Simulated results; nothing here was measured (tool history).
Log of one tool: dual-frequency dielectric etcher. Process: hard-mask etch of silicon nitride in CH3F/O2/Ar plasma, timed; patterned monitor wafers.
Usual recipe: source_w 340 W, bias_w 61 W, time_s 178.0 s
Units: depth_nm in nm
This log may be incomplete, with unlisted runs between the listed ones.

run   hour  source_w  bias_w  time_s  wafers since the last listed run  hours since the last wet clean  hours since the last source power generator calibration  hours since the last bias power generator calibration  hours since the last upper electrode change  hours since the gauge calibration  read-back reference wafer on the same gauge, depth_nm  depth_nm
  1    0.0       390      61   178.0                                 0                           457.9                                                   3398.1                                                 2326.9                                       2556.0                              526.5                                                  123.9     114.5
      83.6  -- wet clean of the chamber
  2   91.8       340      61   178.0                               591                             8.2                                                   3489.9                                                 2418.7                                       2647.8                              618.3                                                  124.1     107.0
  3  173.0       340      61   178.0                               708                            89.4                                                   3571.1                                                 2499.9                                       2729.0                              699.5                                                  124.2     107.9
  4  223.0       340      61   178.0                               436                           139.4                                                   3621.1                                                 2549.9                                       2779.0                              749.5                                                  124.3     108.8
  5  283.8       340      61   178.0                               530                           200.2                                                   3681.9                                                 2610.7                                       2839.8                              810.3                                                  124.1     108.1
     370.7  -- upper electrode replaced
     520.4  -- wet clean of the chamber
  6  534.1       340      61   178.0                              1764                            13.7                                                   3932.2                                                 2861.0                                        163.4                             1060.6                                                  123.8     113.2
  7  584.2       340      61   178.0                               437                            63.8                                                   3982.3                                                 2911.1                                        213.5                             1110.7                                                  124.0     112.9
     607.3  -- gauge calibrated
     712.4  -- source power generator calibrated
     750.4  -- wet clean of the chamber, repeated, since the last time left the tool worse
  8  750.9       290      50   178.0                              1210                             0.5                                                     38.5                                                 3077.8                                        380.2                              143.6                                                  124.2      95.8
  9  771.9       340      61   178.0                               183                            21.5                                                     59.5                                                 3098.8                                        401.2                              164.6                                                  123.6     108.0
     844.0  -- bias power generator calibrated
 10  877.9       410      72   137.5                               889                           127.5                                                    165.5                                                   33.9                                        507.2                              270.6                                                  123.9      94.7
 11  931.6       410      53   178.0                               468                           181.2                                                    219.2                                                   87.6                                        560.9                              324.3                                                  123.6     112.0

What will run 12 give?
 12  970.7       410      66   218.0                               341                           220.3                                                    258.3                                                  126.7                                        600.0                              363.4                                                      ?         ?

{"run 12": {"read-back reference wafer on the same gauge, depth_nm": 123.8, "depth_nm": 146.1}}
Without the tool's hidden state the same run would have given depth_nm 144.0 nm.

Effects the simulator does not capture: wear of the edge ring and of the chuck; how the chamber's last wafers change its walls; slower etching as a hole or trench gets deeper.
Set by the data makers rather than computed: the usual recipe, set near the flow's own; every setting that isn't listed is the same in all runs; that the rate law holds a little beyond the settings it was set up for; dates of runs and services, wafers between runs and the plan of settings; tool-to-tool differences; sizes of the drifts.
